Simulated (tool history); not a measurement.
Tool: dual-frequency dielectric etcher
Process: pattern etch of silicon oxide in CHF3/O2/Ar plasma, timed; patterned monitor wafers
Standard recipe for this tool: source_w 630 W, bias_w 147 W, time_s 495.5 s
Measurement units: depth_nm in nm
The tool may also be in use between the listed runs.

run,hour,source_w,bias_w,time_s,"read-back reference wafer on the same gauge, depth_nm",depth_nm
1,0,630,147,565.5,954.9,1008.9
2,72,630,147,565.5,954.3,1013.6
# hour 150.9: wet clean of the chamber
3,151.4,630,147,495.5,952.7,887.3
4,394.3,630,147,495.5,950.8,878.9
5,439.2,630,147,495.5,950.1,881.2
6,494.4,630,147,495.5,949.1,880.9
# hour 532.3: gauge calibrated
7,561,750,147,495.5,960.3,921.2
8,640.8,500,147,495.5,960.8,854.2
# hour 692.2: wet clean of the chamber
9,721.1,540,115,394,960.3,634.1

Estimate the outcome of run 10 from the log above:
# hour 789: bias power generator calibrated
# hour 806.5: source power generator calibrated
10,807.5,630,147,371.5,?,?

Logged for run 10: read-back reference wafer on the same gauge, depth_nm 960.4, depth_nm 668.3 nm.
With no hidden state in the tool, this same run would have given depth_nm 667 nm.
